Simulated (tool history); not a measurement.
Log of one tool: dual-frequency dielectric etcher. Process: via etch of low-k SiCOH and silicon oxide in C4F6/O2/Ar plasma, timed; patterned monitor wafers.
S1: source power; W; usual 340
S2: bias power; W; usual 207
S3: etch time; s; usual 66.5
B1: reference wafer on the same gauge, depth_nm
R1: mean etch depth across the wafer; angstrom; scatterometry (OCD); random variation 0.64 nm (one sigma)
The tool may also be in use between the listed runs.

{"run": 1, "hour": 0.0, "S1": 340, "S2": 207, "S3": 66.5, "B1": 174.9, "R1": 1861}
{"run": 2, "hour": 51.2, "S1": 340, "S2": 207, "S3": 66.5, "B1": 175, "R1": 1869}
{"run": 3, "hour": 115.1, "S1": 340, "S2": 207, "S3": 66.5, "B1": 174.9, "R1": 1863}
{"run": 4, "hour": 187.1, "S1": 340, "S2": 207, "S3": 66.5, "B1": 175, "R1": 1861}
{"run": 5, "hour": 246.0, "S1": 340, "S2": 207, "S3": 66.5, "B1": 175, "R1": 1872}
{"run": 6, "hour": 341.0, "S1": 340, "S2": 207, "S3": 66.5, "B1": 175, "R1": 1854}
{"run": 7, "hour": 422.2, "S1": 340, "S2": 207, "S3": 66.5, "B1": 175, "R1": 1862}
{"hour": 465.7, "done": "upper electrode replaced"}
{"run": 8, "hour": 470.1, "S1": 340, "S2": 207, "S3": 66.5, "B1": 175.1, "R1": 1866}
{"hour": 529.4, "done": "wet clean of the chamber"}
{"run": 9, "hour": 546.5, "S1": 340, "S2": 242, "S3": 66.5, "B1": 174.9, "R1": 1970}
{"run": 10, "hour": 615.8, "S1": 340, "S2": 207, "S3": 66.5, "B1": 175, "R1": 1858}
{"run": 11, "hour": 681.1, "S1": 290, "S2": 185, "S3": 66.5, "B1": 174.9, "R1": 1671}
{"run": 12, "hour": 778.1, "S1": 340, "S2": 170, "S3": 66.5, "B1": 175, "R1": 1702}
{"run": 13, "hour": 832.5, "S1": 340, "S2": 225, "S3": 66.5, "B1": 175, "R1": 1917}
{"run": 14, "hour": 892.2, "S1": 400, "S2": 186, "S3": 81.5, "B1": 175, "R1": 2284}

Run 15 comes next. What will it give?
{"hour": 971.2, "done": "gauge calibrated"}
{"hour": 971.9, "done": "bias power generator calibrated"}
{"run": 15, "hour": 989.4, "S1": 270, "S2": 237, "S3": 51.5, "B1": "?", "R1": "?"}

{"run 15": {"B1": 175, "R1": 1441}}
Without the tool's hidden state the same run would have given R1 1437 angstrom.
